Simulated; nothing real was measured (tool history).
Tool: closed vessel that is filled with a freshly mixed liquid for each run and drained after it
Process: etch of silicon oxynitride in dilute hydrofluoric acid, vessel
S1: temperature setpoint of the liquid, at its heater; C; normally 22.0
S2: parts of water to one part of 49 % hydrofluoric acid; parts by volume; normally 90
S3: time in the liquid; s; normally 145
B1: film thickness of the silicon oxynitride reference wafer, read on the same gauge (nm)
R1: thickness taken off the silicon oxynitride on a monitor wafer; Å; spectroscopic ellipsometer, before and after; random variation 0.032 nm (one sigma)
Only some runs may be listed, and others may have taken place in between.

run,hour,S1,S2,S3,B1,R1
1,0.0,22.0,90,145,80.03,52.8
2,18.1,22.0,90,145,80.00,52.4
3,37.2,22.0,90,145,79.99,52.1
4,71.1,22.0,90,145,79.98,52.9
5,158.3,22.0,90,145,80.00,52.1
6,179.7,22.0,90,145,80.01,52.0
7,196.8,22.0,90,145,80.04,52.4
8,294.9,22.0,90,145,79.98,52.6
9,314.1,22.0,90,145,80.00,52.2
10,348.6,22.0,90,145,80.01,51.3
11,363.6,22.0,90,145,80.00,51.8
12,394.8,22.0,90,145,79.97,52.2
13,421.9,22.0,90,145,80.02,51.7
14,442.2,22.0,90,145,80.00,51.9
15,475.2,22.0,90,145,80.00,52.3
16,507.5,22.0,90,145,80.01,51.8
17,524.1,22.0,90,145,80.01,51.8
18,542.7,19.0,70,110,79.99,44.5
19,571.2,20.5,90,145,79.98,47.2
20,602.3,24.0,90,145,80.00,56.7
21,629.6,22.0,90,145,79.99,51.0
22,719.2,25.0,90,145,80.00,58.7
23,749.8,22.0,90,145,80.00,50.9
24,771.6,22.0,90,90,80.00,31.8
25,807.0,22.0,90,145,80.01,51.0
26,839.1,22.0,90,145,80.00,53.8
27,867.6,22.0,90,145,79.98,52.9
28,897.6,20.0,70,170,80.01,73.5
29,921.9,20.0,90,145,79.98,47.9
30,946.0,17.5,90,220,80.00,64.2
31,973.6,20.5,90,100,79.99,33.9
32,1051.0,22.0,90,145,80.00,52.6
33,1077.5,22.0,115,145,79.97,40.4

Withheld: 3 entries from between the runs. Position of each, and hidden state at the listed run before versus the listed run after:
Between runs 11 and 12: thermometer replaced (hour 392.3)
  hydrofluoric acid flow below the setpoint (%): 2.09 -> 2.21
  measured value less the no-hidden-state value, R1: -1.1 -> -1.3 Å
Between runs 21 and 22: gauge calibrated (hour 652.2)
  hydrofluoric acid flow below the setpoint (%): 3.09 -> 3.43
  measured value less the no-hidden-state value, R1: -1.8 -> -2.3 Å
Between runs 25 and 26: hydrofluoric acid flow meter replaced (hour 813.4)
  hydrofluoric acid flow below the setpoint (%): 3.76 -> 0.153
  measured value less the no-hidden-state value, R1: -2.2 -> +0.0 Å
